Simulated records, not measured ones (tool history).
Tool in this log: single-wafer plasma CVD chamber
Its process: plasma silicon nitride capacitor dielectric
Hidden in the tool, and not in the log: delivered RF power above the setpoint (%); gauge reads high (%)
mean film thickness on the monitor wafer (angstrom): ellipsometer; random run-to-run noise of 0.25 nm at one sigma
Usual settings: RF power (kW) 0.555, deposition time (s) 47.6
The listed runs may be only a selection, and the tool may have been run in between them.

| run | hour | RF power (kW) | deposition time (s) | wafers since the last listed run | hours since the last RF generator calibration | hours since the showerhead was replaced | hours since the gauge calibration | read-back reference wafer on the same gauge, thickness_nm | mean film thickness on the monitor wafer (angstrom) |
|---|---|---|---|---|---|---|---|---|---|
| 1 | 0.0 | 0.610 | 47.6 | 0 | 1528.3 | 6270.0 | 441.4 | 82.947 | 788.32 |
| 2 | 15.4 | 0.555 | 44.7 | 242 | 1543.7 | 6285.4 | 456.8 | 82.926 | 716.22 |
| 3 | 34.2 | 0.470 | 47.6 | 296 | 1562.5 | 6304.2 | 475.6 | 82.921 | 707.46 |
| 4 | 48.5 | 0.470 | 47.6 | 225 | 1576.8 | 6318.5 | 489.9 | 82.902 | 712.84 |
| 5 | 77.5 | 0.505 | 47.6 | 457 | 1605.8 | 6347.5 | 518.9 | 82.946 | 727.88 |
| 6 | 91.1 | 0.555 | 47.6 | 214 | 1619.4 | 6361.1 | 532.5 | 82.860 | 758.10 |
| 7 | 138.2 | 0.555 | 47.6 | 742 | 1666.5 | 6408.2 | 579.6 | 82.864 | 756.90 |
| 8 | 150.2 | 0.525 | 42.6 | 189 | 1678.5 | 6420.2 | 591.6 | 82.874 | 664.22 |
| 9 | 190.5 | 0.525 | 42.6 | 635 | 1718.8 | 6460.5 | 631.9 | 82.900 | 663.62 |
| 10 | 218.2 | 0.525 | 42.6 | 436 | 1746.5 | 6488.2 | 659.6 | 82.903 | 658.53 |
| 11 | 230.4 | 0.490 | 43.4 | 192 | 1758.7 | 6500.4 | 671.8 | 82.935 | 653.35 |
| 12 | 262.4 | 0.490 | 43.4 | 504 | 1790.7 | 6532.4 | 703.8 | 82.945 | 653.15 |
| 13 | 290.4 | 0.490 | 43.4 | 441 | 1818.7 | 6560.4 | 731.8 | 82.910 | 655.62 |
| 14 | 308.9 | 0.555 | 47.6 | 291 | 1837.2 | 6578.9 | 750.3 | 82.923 | 753.83 |
| 15 | 321.8 | 0.555 | 47.6 | 203 | 1850.1 | 6591.8 | 763.2 | 82.904 | 754.49 |
| 16 | 345.8 | 0.555 | 41.5 | 378 | 1874.1 | 6615.8 | 787.2 | 82.919 | 658.34 |
| 17 | 359.8 | 0.555 | 47.6 | 220 | 1888.1 | 6629.8 | 801.2 | 82.854 | 753.21 |
| 18 | 380.4 | 0.555 | 47.6 | 324 | 1908.7 | 6650.4 | 821.8 | 82.925 | 755.47 |
| 19 | 404.4 | 0.555 | 47.6 | 378 | 1932.7 | 6674.4 | 845.8 | 82.862 | 752.88 |
| 20 | 429.3 | 0.555 | 47.6 | 392 | 1957.6 | 6699.3 | 870.7 | 82.923 | 754.19 |
| 21 | 446.8 | 0.555 | 47.6 | 275 | 1975.1 | 6716.8 | 888.2 | 82.942 | 751.66 |
| 22 | 467.9 | 0.555 | 47.6 | 332 | 1996.2 | 6737.9 | 909.3 | 82.883 | 755.85 |
|  | 477.7 | gauge calibrated |
| 23 | 492.8 | 0.555 | 47.6 | 392 | 2021.1 | 6762.8 | 15.1 | 82.879 | 752.32 |
| 24 | 515.1 | 0.555 | 42.2 | 351 | 2043.4 | 6785.1 | 37.4 | 82.885 | 666.03 |
|  | 554.0 | RF generator calibrated |
| 25 | 554.5 | 0.600 | 52.7 | 495 | 0.5 | 6824.5 | 76.8 | 82.886 | 889.32 |
| 26 | 575.4 | 0.555 | 51.5 | 329 | 21.4 | 6845.4 | 97.7 | 82.885 | 838.71 |
| 27 | 592.5 | 0.520 | 53.4 | 269 | 38.5 | 6862.5 | 114.8 | 82.898 | 846.14 |
|  | 605.8 | showerhead replaced |
| 28 | 616.0 | 0.585 | 51.0 | 244 | 62.0 | 10.2 | 138.3 | 82.876 | 849.27 |
| 29 | 645.6 | 0.555 | 44.3 | 466 | 91.6 | 39.8 | 167.9 | 82.889 | 725.31 |
| 30 | 666.1 | 0.635 | 38.3 | 323 | 112.1 | 60.3 | 188.4 | 82.907 | 661.37 |
| 31 | 696.7 | 0.485 | 47.6 | 482 | 142.7 | 90.9 | 219.0 | 82.905 | 741.35 |
| 32 | 715.9 | 0.615 | 53.2 | 302 | 161.9 | 110.1 | 238.2 | 82.867 | 907.81 |
| 33 | 741.8 | 0.480 | 44.3 | 408 | 187.8 | 136.0 | 264.1 | 82.828 | 680.87 |
| 34 | 760.4 | 0.555 | 47.6 | 293 | 206.4 | 154.6 | 282.7 | 82.943 | 779.75 |
| 35 | 793.3 | 0.555 | 44.7 | 518 | 239.3 | 187.5 | 315.6 | 82.920 | 729.10 |
| 36 | 812.4 | 0.555 | 47.6 | 301 | 258.4 | 206.6 | 334.7 | 82.880 | 774.68 |
| 37 | 831.9 | 0.630 | 53.2 | 307 | 277.9 | 226.1 | 354.2 | 82.922 | 909.60 |
| 38 | 862.0 | 0.555 | 47.6 | 474 | 308.0 | 256.2 | 384.3 | 82.838 | 776.74 |
| 39 | 891.3 | 0.555 | 47.6 | 462 | 337.3 | 285.5 | 413.6 | 82.968 | 777.64 |
| 40 | 924.5 | 0.525 | 42.2 | 523 | 370.5 | 318.7 | 446.8 | 82.891 | 672.19 |

Run-by-run hidden state of the tool:
gauge reads high (%): 0 at every run
H1: delivered RF power above the setpoint (%)
| run | H1 |
|---|---|
| 1 | -6.88 |
| 2 | -6.94 |
| 3 | -7.02 |
| 4 | -7.08 |
| 5 | -7.2 |
| 6 | -7.26 |
| 7 | -7.46 |
| 8 | -7.51 |
| 9 | -7.68 |
| 10 | -7.8 |
| 11 | -7.85 |
| 12 | -7.99 |
| 13 | -8.11 |
| 14 | -8.19 |
| 15 | -8.24 |
| 16 | -8.34 |
| 17 | -8.4 |
| 18 | -8.49 |
| 19 | -8.59 |
| 20 | -8.7 |
| 21 | -8.77 |
| 22 | -8.86 |
| 23 | -8.97 |
| 24 | -9.06 |
| 25 | -0.242 |
| 26 | -0.331 |
| 27 | -0.403 |
| 28 | -0.503 |
| 29 | -0.628 |
| 30 | -0.715 |
| 31 | -0.845 |
| 32 | -0.927 |
| 33 | -1.04 |
| 34 | -1.12 |
| 35 | -1.26 |
| 36 | -1.34 |
| 37 | -1.42 |
| 38 | -1.55 |
| 39 | -1.67 |
| 40 | -1.81 |
